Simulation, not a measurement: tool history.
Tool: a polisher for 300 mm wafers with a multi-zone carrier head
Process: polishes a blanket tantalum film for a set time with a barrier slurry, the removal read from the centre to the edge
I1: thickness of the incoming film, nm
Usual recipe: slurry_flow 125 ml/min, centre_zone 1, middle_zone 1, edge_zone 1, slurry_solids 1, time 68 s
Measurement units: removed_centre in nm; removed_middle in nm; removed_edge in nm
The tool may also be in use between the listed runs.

run 1 hour=0 | slurry_flow=125 centre_zone=1 middle_zone=1 edge_zone=1 slurry_solids=1 time=88 | I1=403.9 | removed_centre=199 removed_middle=214.1 removed_edge=219.6
run 2 hour=65.8 | slurry_flow=125 centre_zone=1 middle_zone=0.95 edge_zone=1.09 slurry_solids=1 time=68 | I1=405.7 | removed_centre=150 removed_middle=161.4 removed_edge=177.9
run 3 hour=100.9 | slurry_flow=90 centre_zone=1 middle_zone=1 edge_zone=0.89 slurry_solids=1 time=68 | I1=416.3 | removed_centre=134.6 removed_middle=151.7 removed_edge=149.9
run 4 hour=140.1 | slurry_flow=125 centre_zone=1 middle_zone=1 edge_zone=1 slurry_solids=1 time=68 | I1=411.1 | removed_centre=148.7 removed_middle=167.7 removed_edge=170.1
-- hour=147.9 edge zone pressure recalibrated
run 5 hour=198.4 | slurry_flow=160 centre_zone=1 middle_zone=0.92 edge_zone=1.11 slurry_solids=1 time=68 | I1=407.2 | removed_centre=156.1 removed_middle=167.5 removed_edge=187.7
-- hour=207.1 worn pad replaced by a new one
run 6 hour=235.3 | slurry_flow=110 centre_zone=1.07 middle_zone=1 edge_zone=1 slurry_solids=1 time=68 | I1=405.6 | removed_centre=151.3 removed_middle=160.4 removed_edge=165.9
run 7 hour=299.3 | slurry_flow=125 centre_zone=1 middle_zone=1 edge_zone=1 slurry_solids=1 time=68 | I1=406.2 | removed_centre=147 removed_middle=166.7 removed_edge=172.9
-- hour=347.1 slurry nozzle cleaned
run 8 hour=348.2 | slurry_flow=125 centre_zone=1 middle_zone=1 edge_zone=1 slurry_solids=1 time=77 | I1=414.4 | removed_centre=163.2 removed_middle=188.5 removed_edge=187.5
-- hour=369.6 centre zone pressure recalibrated
run 9 hour=419.3 | slurry_flow=125 centre_zone=1.09 middle_zone=1.08 edge_zone=1 slurry_solids=0.9 time=68 | I1=413.2 | removed_centre=176.2 removed_middle=170.4 removed_edge=163.5
run 10 hour=466.8 | slurry_flow=125 centre_zone=1 middle_zone=0.89 edge_zone=1 slurry_solids=1.2 time=68 | I1=405.5 | removed_centre=174.8 removed_middle=158.7 removed_edge=178.7
run 11 hour=513.2 | slurry_flow=125 centre_zone=0.9 middle_zone=1 edge_zone=1 slurry_solids=1.1 time=68 | I1=407.5 | removed_centre=158.4 removed_middle=171.8 removed_edge=177.2
-- hour=575.5 carrier head's membrane replaced by a new one
run 12 hour=580.3 | slurry_flow=125 centre_zone=1 middle_zone=0.95 edge_zone=1.08 slurry_solids=1 time=68 | I1=415.6 | removed_centre=164.9 removed_middle=162.4 removed_edge=175.1
-- hour=624.1 worn pad replaced by a new one
run 13 hour=638.8 | slurry_flow=125 centre_zone=1 middle_zone=1 edge_zone=1 slurry_solids=1 time=68 | I1=413.1 | removed_centre=169.7 removed_middle=167.3 removed_edge=171
run 14 hour=677.2 | slurry_flow=125 centre_zone=0.88 middle_zone=1.09 edge_zone=1.1 slurry_solids=1 time=87 | I1=410.3 | removed_centre=187.4 removed_middle=228 removed_edge=229.1
run 15 hour=708.2 | slurry_flow=125 centre_zone=1 middle_zone=1.07 edge_zone=1 slurry_solids=1 time=68 | I1=414.3 | removed_centre=165.9 removed_middle=177.5 removed_edge=168.4
run 16 hour=766.2 | slurry_flow=125 centre_zone=1 middle_zone=1 edge_zone=1 slurry_solids=1 time=68 | I1=411.2 | removed_centre=164.3 removed_middle=167.1 removed_edge=169.2
run 17 hour=790.6 | slurry_flow=125 centre_zone=1 middle_zone=1.12 edge_zone=1 slurry_solids=1 time=68 | I1=405.4 | removed_centre=165.1 removed_middle=182.7 removed_edge=172.4
run 18 hour=842 | slurry_flow=125 centre_zone=1 middle_zone=1 edge_zone=1 slurry_solids=1 time=68 | I1=405.4 | removed_centre=162.4 removed_middle=166.7 removed_edge=167.4
-- hour=883.2 slurry nozzle cleaned
run 19 hour=910.9 | slurry_flow=165 centre_zone=1.07 middle_zone=1 edge_zone=1 slurry_solids=1 time=68 | I1=411.5 | removed_centre=186.5 removed_middle=175.6 removed_edge=179.1
run 20 hour=979.1 | slurry_flow=125 centre_zone=1 middle_zone=1 edge_zone=1 slurry_solids=1 time=68 | I1=406.4 | removed_centre=163.4 removed_middle=167.2 removed_edge=171
run 21 hour=1034.4 | slurry_flow=110 centre_zone=1.07 middle_zone=1 edge_zone=1 slurry_solids=1 time=68 | I1=410.4 | removed_centre=165.6 removed_middle=163.5 removed_edge=168.7
run 22 hour=1070.4 | slurry_flow=140 centre_zone=1.03 middle_zone=0.89 edge_zone=1.04 slurry_solids=1 time=68 | I1=404.3 | removed_centre=169.2 removed_middle=157.7 removed_edge=176.8

Consider 3 possible next runs. They are alternatives, not a sequence: every one starts from the tool as it was left by run 22. What does each give?
run A hour=1070.8 | slurry_flow=125 centre_zone=1 middle_zone=1 edge_zone=1 slurry_solids=1 time=68 | I1=407.1 | removed_centre=? removed_middle=? removed_edge=?
run B hour=1070.8 | slurry_flow=125 centre_zone=1 middle_zone=1 edge_zone=0.94 slurry_solids=1 time=68 | I1=407.1 | removed_centre=? removed_middle=? removed_edge=?
run C hour=1070.8 | slurry_flow=125 centre_zone=1.07 middle_zone=1 edge_zone=1 slurry_solids=1 time=68 | I1=407.1 | removed_centre=? removed_middle=? removed_edge=?

run=A removed_centre=162.8 removed_middle=166.9 removed_edge=173.8
run=B removed_centre=162.8 removed_middle=166.9 removed_edge=168.7
run=C removed_centre=174.3 removed_middle=166.8 removed_edge=173.8
Stripped of hidden state, with their random variation kept, the same runs would have yielded:
run=A removed_centre=169.6 removed_middle=166.8 removed_edge=173.8
run=B removed_centre=169.6 removed_middle=166.8 removed_edge=168.7
run=C removed_centre=181.5 removed_middle=166.8 removed_edge=173.8

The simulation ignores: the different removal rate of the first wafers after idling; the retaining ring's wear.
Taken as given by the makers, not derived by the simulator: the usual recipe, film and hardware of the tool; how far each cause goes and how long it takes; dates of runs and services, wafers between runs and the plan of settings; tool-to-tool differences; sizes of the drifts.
